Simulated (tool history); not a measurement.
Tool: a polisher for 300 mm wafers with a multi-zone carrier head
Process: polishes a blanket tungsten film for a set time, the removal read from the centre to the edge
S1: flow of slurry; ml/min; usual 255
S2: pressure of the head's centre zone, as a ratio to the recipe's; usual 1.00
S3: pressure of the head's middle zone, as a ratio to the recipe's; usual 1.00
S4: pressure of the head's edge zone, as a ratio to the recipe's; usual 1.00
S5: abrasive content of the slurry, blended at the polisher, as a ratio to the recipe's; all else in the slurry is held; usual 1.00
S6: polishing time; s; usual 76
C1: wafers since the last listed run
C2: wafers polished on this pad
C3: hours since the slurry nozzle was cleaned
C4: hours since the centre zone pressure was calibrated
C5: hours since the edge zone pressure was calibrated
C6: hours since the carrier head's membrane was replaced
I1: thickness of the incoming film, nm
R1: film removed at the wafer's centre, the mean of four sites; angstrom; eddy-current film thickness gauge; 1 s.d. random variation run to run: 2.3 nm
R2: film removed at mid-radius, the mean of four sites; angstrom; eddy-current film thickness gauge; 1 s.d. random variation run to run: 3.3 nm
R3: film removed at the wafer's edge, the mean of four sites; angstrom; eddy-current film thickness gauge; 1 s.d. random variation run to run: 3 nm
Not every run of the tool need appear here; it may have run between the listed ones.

run    hour   S1    S2    S3    S4    S5  S6   C1    C2     C3      C4     C5      C6     I1    R1    R2    R3
  1     0.0  255  1.00  1.00  1.00  1.00  76    0  2195  158.4   892.9  664.3   248.4  787.3  2186  2066  2071
       17.2  -- centre zone pressure recalibrated
  2    38.0  255  1.00  1.00  1.00  1.00  76  275  2470  196.4    20.8  702.3   286.4  772.2  2155  2027  2071
  3   104.9  255  1.08  1.00  0.93  1.30  76  511  2981  263.3    87.7  769.2   353.3  784.3  2356  2209  2087
      130.4  -- worn pad replaced by a new one
      130.9  -- edge zone pressure recalibrated
  4   169.6  255  0.94  0.91  1.06  0.70  76  459   295  328.0   152.4   38.7   418.0  787.6  1825  1660  1881
  5   209.8  255  1.00  1.00  1.00  1.00  76  307   602  368.2   192.6   78.9   458.2  796.6  2209  2105  2154
  6   253.2  255  0.93  1.00  0.94  0.85  55  331   934  411.6   236.0  122.3   501.6  775.9  1396  1381  1394
  7   287.0  180  1.00  1.00  1.00  1.00  76  258  1192  445.4   269.8  156.1   535.4  778.1  1951  1903  1966
  8   389.4  255  1.00  1.00  1.08  1.00  76  782  1974  547.8   372.2  258.5   637.8  769.5  2095  2006  2154
  9   450.3  255  1.00  1.00  1.00  1.00  76  465  2439  608.7   433.1  319.4   698.7  792.0  2096  1972  2061
 10   519.0  255  1.00  1.00  1.00  1.00  76  524  2964  677.4   501.8  388.1   767.4  779.1  1984  1916  2033
      548.7  -- worn pad replaced by a new one
 11   582.5  255  1.11  1.00  1.00  1.00  76  454   258  740.9   565.3  451.6   830.9  782.2  2281  2083  2090
 12   645.2  230  1.00  1.06  1.00  1.00  84  479   737  803.6   628.0  514.3   893.6  777.6  2269  2280  2249
      681.8  -- slurry nozzle cleaned
 13   710.8  255  0.94  1.00  1.00  1.00  76  493  1230   29.0   693.6  579.9   959.2  789.0  2166  2103  2227
 14   759.6  255  1.00  1.00  1.00  1.00  76  372  1603   77.8   742.4  628.7  1008.0  767.6  2251  2127  2117
 15   801.1  255  1.00  1.00  0.94  1.00  76  317  1920  119.3   783.9  670.2  1049.5  780.6  2204  2033  2072
 16   860.1  255  1.00  1.00  1.00  1.00  76  450  2371  178.3   842.9  729.2  1108.5  793.2  2110  2042  2088
 17   885.1  185  0.97  1.00  1.00  1.15  84  190  2562  203.3   867.9  754.2  1133.5  792.6  2256  2285  2280
      912.3  -- edge zone pressure recalibrated
      915.5  -- worn pad replaced by a new one
 18   956.9  325  1.00  1.00  1.00  1.00  76  508   316  275.1   939.7   44.6  1205.3  776.9  2319  2215  2185
 19  1020.3  255  1.00  0.96  1.00  0.75  76  484   800  338.5  1003.1  108.0  1268.7  787.8  1944  1753  1862
 20  1065.4  330  1.00  1.00  1.00  1.00  76  344  1145  383.6  1048.2  153.1  1313.8  770.8  2237  2190  2187
     1118.8  -- centre zone pressure recalibrated
 21  1134.6  255  1.00  1.00  1.00  1.00  76  513  1658  452.8    15.8  222.3  1383.0  786.4  2128  2055  2063

Had the tool no unlogged condition, and each run kept its random variation, what would the results have been?
Hidden state at play: removal rate lost through wear of the pad, %; slurry flow missing at the pad, %; deviation of the centre zone's pressure from its setpoint, %; deviation of the edge zone's pressure from its setpoint, %.
run    R1    R2    R3
  1  2347  2212  2205
  2  2353  2206  2237
  3  2657  2479  2321
  4  1925  1742  1952
  5  2345  2222  2247
  6  1493  1468  1463
  7  2162  2087  2109
  8  2315  2202  2329
  9  2362  2206  2270
 10  2295  2199  2296
 11  2479  2246  2216
 12  2502  2490  2408
 13  2224  2157  2282
 14  2350  2217  2200
 15  2336  2151  2182
 16  2292  2212  2247
 17  2514  2533  2499
 18  2401  2287  2240
 19  2055  1844  1937
 20  2357  2298  2275
 21  2309  2216  2196
